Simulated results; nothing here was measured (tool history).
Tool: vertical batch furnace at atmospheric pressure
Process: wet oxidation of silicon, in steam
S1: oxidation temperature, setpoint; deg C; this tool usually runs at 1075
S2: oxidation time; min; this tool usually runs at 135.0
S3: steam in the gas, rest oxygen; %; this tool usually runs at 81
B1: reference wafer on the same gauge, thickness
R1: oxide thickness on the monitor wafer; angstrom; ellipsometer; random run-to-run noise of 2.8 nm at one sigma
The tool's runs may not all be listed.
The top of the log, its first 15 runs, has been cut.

run,day,S1,S2,S3,B1,R1
16,19.304,1075,135.0,81,1134.04,10028.6
17,20.112,1056,135.0,81,1133.49,9286.9
18,21.571,1075,135.0,81,1133.54,10004.0
19,22.908,1075,135.0,81,1134.83,9989.0
20,26.208,1075,135.0,81,1133.61,10049.5
21,27.346,1050,135.0,73,1133.86,8556.8
22,27.933,1075,159.5,71,1133.55,10216.7
# day 28.050: gauge calibrated
23,28.825,1075,135.0,90,1134.99,10585.2
# day 29.933: thermocouples replaced and temperature profile calibrated
24,30.129,1050,135.0,81,1135.48,8869.2
25,31.008,1093,135.0,90,1134.35,11125.8
26,31.871,1087,135.0,76,1132.86,9846.9
27,32.783,1091,135.0,81,1135.82,10439.7
28,33.471,1084,167.5,70,1135.19,10571.8
29,34.842,1075,135.0,81,1132.84,9759.1
30,35.546,1075,135.0,81,1133.58,9825.1
31,37.008,1075,135.0,81,1134.71,9764.4
32,37.788,1067,135.0,81,1135.72,9513.3
33,38.904,1062,178.5,81,1133.57,10923.3
34,42.154,1075,135.0,81,1132.70,9791.0
35,43.450,1084,167.5,70,1133.21,10577.4
36,44.325,1075,135.0,75,1133.45,9424.5
37,45.000,1096,135.0,69,1133.42,9797.4
38,46.200,1075,135.0,81,1133.02,9861.6
39,47.388,1075,202.0,86,1133.68,12655.1

Each row is a separate what-if for the run after 39, all from the same tool condition, not one after another. Results?
A,47.625,1075,135.0,81,?,?
B,47.625,1075,135.0,71,?,?
C,47.625,1094,106.5,75,?,?

run,B1,R1
A,1134.44,9887.0
B,1134.44,9189.2
C,1134.44,8915.5
What these runs would have given with no unlogged condition in the tool:
run,R1
A,9800.0
B,9106.4
C,8843.9
